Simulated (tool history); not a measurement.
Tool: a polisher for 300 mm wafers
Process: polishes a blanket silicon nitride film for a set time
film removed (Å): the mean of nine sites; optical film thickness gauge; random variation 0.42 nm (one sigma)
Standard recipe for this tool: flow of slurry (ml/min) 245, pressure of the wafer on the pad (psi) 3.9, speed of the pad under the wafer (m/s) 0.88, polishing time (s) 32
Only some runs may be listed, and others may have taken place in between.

run,hour,flow of slurry (ml/min),pressure of the wafer on the pad (psi),speed of the pad under the wafer (m/s),polishing time (s),"incoming thickness of the incoming film, nm",film removed (Å)
1,0,245,3.9,0.88,32,560.2,569
2,86.3,245,3.9,0.88,32,560,570
# hour 120.8: worn pad replaced by a new one
3,175.8,245,3.9,0.88,32,563.7,572
4,251.1,245,3.9,0.88,32,552.7,567
5,347,245,3.9,0.88,32,557.7,566
6,391.2,270,3.9,0.88,32,555.5,571
# hour 393.6: head pressure recalibrated
# hour 461.8: slurry nozzle cleaned
7,474.5,270,3.9,0.88,32,555.4,578
# hour 480.8: worn pad replaced by a new one
8,575,270,3.9,0.88,32,560.5,572
9,655.1,245,3.9,0.88,32,554.8,570
10,734.1,245,3.9,0.88,32,563.4,572
11,837.2,245,3.9,0.88,32,560,568
12,893.8,290,3.9,0.88,32,560.8,573
# hour 937: worn pad replaced by a new one, of another model than before
13,941.8,300,3.3,0.6,24,560.5,311
14,1032.9,295,3.9,0.88,36,568.6,632
# hour 1044.3: head pressure recalibrated
15,1140.1,310,3.9,0.88,32,555.9,565
# hour 1214.1: slurry nozzle cleaned
16,1245.9,245,3.5,0.88,42,571,693
# hour 1328.8: worn pad replaced by a new one
17,1329.3,245,3.9,1.06,39,548.4,776
18,1424.3,295,2.6,1.18,27,558,436
19,1476.7,245,5,0.88,32,561.2,680
20,1574.6,245,3.9,0.88,32,558.6,557
# hour 1597.3: head pressure recalibrated
# hour 1798.5: worn pad replaced by a new one
21,1856.6,245,3.9,0.88,32,564.2,548
# hour 1962.7: slurry nozzle cleaned
22,2051.3,245,3.9,0.88,32,559.2,567

Below are 3 alternative next runs, each starting from the tool's condition after run 22. Predict each:
A,2051.7,245,3.9,0.88,32,551.9,?
B,2051.7,160,5.2,1.16,36,551.9,?
C,2051.7,245,3,0.88,37,551.9,?

run,film removed (Å)
A,582
B,897
C,557
Take away the tool's hidden state, keep each run's random variation, and the runs would have read:
run,film removed (Å)
A,585
B,905
C,561
